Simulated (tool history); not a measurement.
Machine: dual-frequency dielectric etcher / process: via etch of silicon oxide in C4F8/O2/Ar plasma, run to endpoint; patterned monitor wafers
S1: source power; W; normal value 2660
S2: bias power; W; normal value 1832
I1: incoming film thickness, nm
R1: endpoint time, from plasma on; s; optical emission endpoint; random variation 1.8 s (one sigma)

run    hour    S1    S2      I1     R1
  1       0  2660  1832  1073.2  197.2
  2    80.2  2660  1832  1064.5  195.6
  3   155.9  2660  1832  1066.6  192.6
      226.2  -- wet clean of the chamber
  4   226.7  2960  1832  1071.5  196.7
  5   300.9  2960  1832  1064.7  191.7
  6   349.1  2660  1832  1065.9    200
      401.2  -- upper electrode replaced
  7     403  2660  1832  1065.2  191.5
  8   462.9  2660  1832  1072.9  197.1
  9   518.3  2660  1832  1060.8  190.7
      584.2  -- wet clean of the chamber
 10   584.7  2130  1425  1071.3  226.9
      618.5  -- bias power generator calibrated
 11   633.2  2660  1832  1067.7  198.2
 12   729.2  2390  1501  1076.9  211.5
 13   791.6  2470  1832  1066.4  199.7
      805.8  -- source power generator calibrated
 14     883  2830  2150    1065  180.7
 15   920.6  2940  2066  1064.3  181.3
      955.2  -- wet clean of the chamber
 16   963.7  2360  1409  1068.4  222.4
 17    1100  3220  1504  1074.9  198.7
 18  1141.4  2660  1832  1072.9  198.4
 19  1224.2  2660  1690  1061.4  196.7

Each row is a separate what-if for the run after 19, all from the same tool condition, not one after another. Results?
  A  1224.7  2090  1832  1070.4   ?
  B  1224.7  2360  1496  1070.4   ?
  C  1224.7  3210  2226  1070.4   ?
  D  1224.7  2060  2284  1070.4   ?

run     R1
  A  209.4
  B  211.9
  C  180.2
  D    200
Stripped of hidden state, with their random variation kept, the same runs would have yielded:
run     R1
  A  216.5
  B  219.2
  C  186.3
  D  206.9

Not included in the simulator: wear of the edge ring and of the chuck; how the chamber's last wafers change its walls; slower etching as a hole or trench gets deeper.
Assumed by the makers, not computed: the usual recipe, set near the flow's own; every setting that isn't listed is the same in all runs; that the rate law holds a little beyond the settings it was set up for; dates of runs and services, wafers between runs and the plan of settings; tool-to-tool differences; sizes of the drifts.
